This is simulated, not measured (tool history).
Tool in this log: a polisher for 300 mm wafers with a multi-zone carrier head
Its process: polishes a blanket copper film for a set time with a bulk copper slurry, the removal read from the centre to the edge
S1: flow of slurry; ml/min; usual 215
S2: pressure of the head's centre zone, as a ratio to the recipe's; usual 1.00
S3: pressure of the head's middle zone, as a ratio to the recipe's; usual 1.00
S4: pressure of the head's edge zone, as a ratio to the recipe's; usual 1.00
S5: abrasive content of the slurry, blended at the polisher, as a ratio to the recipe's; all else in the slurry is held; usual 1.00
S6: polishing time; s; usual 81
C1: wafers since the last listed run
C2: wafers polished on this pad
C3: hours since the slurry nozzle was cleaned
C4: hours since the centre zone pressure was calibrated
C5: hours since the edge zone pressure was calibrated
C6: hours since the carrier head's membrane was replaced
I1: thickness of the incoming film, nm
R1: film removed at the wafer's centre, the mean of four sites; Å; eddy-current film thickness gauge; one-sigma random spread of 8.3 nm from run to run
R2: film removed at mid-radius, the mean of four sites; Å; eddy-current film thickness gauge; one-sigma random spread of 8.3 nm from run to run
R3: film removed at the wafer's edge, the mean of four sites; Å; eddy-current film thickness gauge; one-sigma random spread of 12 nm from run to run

run    hour   S1    S2    S3    S4    S5   S6   C1    C2     C3     C4      C5      C6      I1     R1     R2     R3
  1     0.0  215  1.00  1.00  1.00  1.00   81    0  1767  120.1  314.4   692.5  1754.0  2987.2   9679   9953  10032
  2    49.2  215  1.00  1.00  1.00  1.00   81  301  2068  169.3  363.6   741.7  1803.2  2995.0   9577   9833  10056
  3   145.7  215  1.00  1.00  1.00  1.00   81  591  2660  265.8  460.1   838.2  1899.7  2944.0   9570   9822  10043
      192.4  -- worn pad replaced by a new one
  4   203.5  215  1.00  1.00  1.00  1.00   81  330    68  323.6  517.9   896.0  1957.5  2958.3  10501  10677  10892
      297.8  -- centre zone pressure recalibrated
  5   298.3  215  1.00  0.95  0.92  1.00   81  569   637  418.4    0.5   990.8  2052.3  2954.4  10149   9856   9940
      312.8  -- carrier head's membrane replaced by a new one
  6   400.2  215  1.00  1.00  0.92  1.00   81  594  1232  520.3  102.4  1092.7    87.4  2983.5   9858  10174   9650
  7   491.8  215  1.00  1.00  1.00  1.00   81  561  1793  611.9  194.0  1184.3   179.0  2998.3   9503   9897  10145
  8   556.2  215  1.11  0.95  1.00  1.00   81  395  2189  676.3  258.4  1248.7   243.4  2952.1  10690   9381  10214
      562.3  -- edge zone pressure recalibrated
  9   658.2  280  1.00  1.00  0.90  0.75   81  613  2802  778.3  360.4    95.9   345.4  2945.6   9148   9328   8916
      710.3  -- worn pad replaced by a new one
 10   760.5  215  1.00  0.91  1.00  1.00   81  603   308  880.6  462.7   198.2   447.7  3007.5  10353   9831  10786
      795.2  -- slurry nozzle cleaned
      833.9  -- centre zone pressure recalibrated
 11   835.3  215  0.93  1.00  0.96  1.20   81  440   748   40.1    1.4   273.0   522.5  2958.5   9708  10601  10661
 12   887.9  215  1.00  1.00  1.00  1.00   96  322  1071   92.7   54.0   325.6   575.1  2957.7  11739  11954  12139
 13   945.3  215  1.00  1.00  1.00  1.00   81  352  1423  150.1  111.4   383.0   632.5  2960.8   9713  10085  10320
 14  1016.9  215  1.00  0.94  1.00  1.00   81  439  1862  221.7  183.0   454.6   704.1  2945.9   9645   9401   9888
 15  1117.3  215  1.00  1.00  0.96  1.00   55  615  2478  322.1  283.4   555.0   804.5  2979.8   6647   6652   6597
     1169.4  -- worn pad replaced by a new one
 16  1184.4  215  1.00  0.89  1.00  1.25   81  387    91  389.2  350.5   622.1   871.6  2972.5  11216  10467  11447
 17  1260.8  215  1.00  1.00  1.00  1.25   81  468   560  465.6  426.9   698.5   948.0  3013.1  10765  10805  11226
 18  1334.4  215  1.00  1.00  1.00  1.00   81  451  1012  539.2  500.5   772.1  1021.6  2947.7   9941  10234  10327
 19  1429.6  215  1.00  1.00  0.96  1.00   81  584  1596  634.4  595.7   867.3  1116.8  2990.8   9867   9931   9918
     1435.2  -- centre zone pressure recalibrated
 20  1499.3  215  1.00  1.00  1.04  0.90   81  415  2011  704.1   64.1   937.0  1186.5  2989.5   9452   9649  10123
     1537.5  -- slurry nozzle cleaned
 21  1595.0  215  0.96  1.00  1.00  1.00   81  580  2592   57.5  159.8  1032.7  1282.2  2940.6   9235   9835   9694
     1666.9  -- worn pad replaced by a new one
 22  1673.2  215  1.00  1.00  1.00  1.15  106  455    38  135.7  238.0  1110.9  1360.4  2987.9  14303  14657  14821

3 ways to go on from here, each from the tool as it stands after run 22. What would each give?
  A  1673.6  215  1.00  1.00  1.00  1.00  81   2  40  136.1  238.4  1111.3  1360.8  2924.1   ?   ?   ?
  B  1673.6  215  1.00  0.95  1.00  1.00  81   2  40  136.1  238.4  1111.3  1360.8  2924.1   ?   ?   ?
  C  1673.6  215  1.00  0.90  1.11  1.00  81   2  40  136.1  238.4  1111.3  1360.8  2924.1   ?   ?   ?

run     R1     R2     R3
  A  10549  10986  10736
  B  10546  10597  10742
  C  10543  10205  11319
Without the tool's unlogged condition, the same runs would have read:
run     R1     R2     R3
  A  10617  11057  10806
  B  10614  10665  10812
  C  10611  10271  11392

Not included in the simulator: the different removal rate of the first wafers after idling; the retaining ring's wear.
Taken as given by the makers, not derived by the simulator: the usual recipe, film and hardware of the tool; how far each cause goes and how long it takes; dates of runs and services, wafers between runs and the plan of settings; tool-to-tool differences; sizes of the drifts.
